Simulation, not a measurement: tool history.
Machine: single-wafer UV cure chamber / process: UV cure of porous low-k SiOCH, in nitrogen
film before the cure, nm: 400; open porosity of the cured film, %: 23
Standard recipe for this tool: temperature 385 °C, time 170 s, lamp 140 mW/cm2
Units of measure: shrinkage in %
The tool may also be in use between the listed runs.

run,hour,temperature,time,lamp,wafers since the last listed run,hours since the UV bulbs were replaced,wafers since the quartz window was cleaned,shrinkage
1,0,385,170,140,0,1367.3,955,8.936
2,23.4,385,170,140,176,1390.7,1132,9.065
3,43.2,385,170,140,149,1410.5,1282,8.934
# hour 60.4: quartz window cleaned
4,60.9,385,140,140,73,1428.2,3,8.312
5,73.7,385,170,140,96,1441,100,8.94
6,107.2,385,170,140,253,1474.5,353,8.917
7,130.7,385,170,140,177,1498,531,8.899
8,149.4,385,170,158,141,1516.7,672,9.325
9,176.8,393,170,140,207,1544.1,879,8.849
10,200.4,393,170,140,178,1567.7,1057,8.871
# hour 222.3: quartz window cleaned
11,225.3,393,170,140,127,1592.6,22,8.807
12,256,385,170,140,232,1623.3,254,8.632
13,288.4,397,250,176,244,1655.7,499,11.307
14,321.4,385,170,124,249,1688.7,748,8.137
15,355.4,385,270,101,256,1722.7,1005,9.096
# hour 374.8: quartz window cleaned
16,448.4,379,170,108,642,1815.7,556,7.453
17,479.1,385,170,140,232,1846.4,788,8.425
# hour 496.5: UV bulbs replaced
18,510.1,369,115,124,173,13.6,961,7.941
# hour 542.3: quartz window cleaned
19,542.8,385,170,153,186,46.3,4,10.682
20,550,402,240,140,54,53.5,58,12.244
21,562.5,385,170,140,94,66,152,10.336
22,591.7,385,170,140,220,95.2,373,10.238
23,605.8,379,170,108,106,109.3,480,9.192
24,641,372,230,140,266,144.5,746,11.284
25,658,376,245,124,128,161.5,874,10.93

Subtracting, for every run, the result it would have given without the tool's unlogged condition from the measured result gives the following. The same run-to-run variation enters both numbers; the gauge's scatter may not:
Hidden conditions of the tool in this case: lamp output below its setpoint, %; transmission lost against a clean window, %.
run,shrinkage
1,-1.506
2,-1.56
3,-1.565
4,-1.583
5,-1.607
6,-1.649
7,-1.68
8,-1.717
9,-1.717
10,-1.755
11,-1.779
12,-1.808
13,-1.977
14,-1.878
15,-1.97
16,-2.03
17,-2.107
18,-0.085
19,-0.119
20,-0.132
21,-0.136
22,-0.159
23,-0.168
24,-0.207
25,-0.218
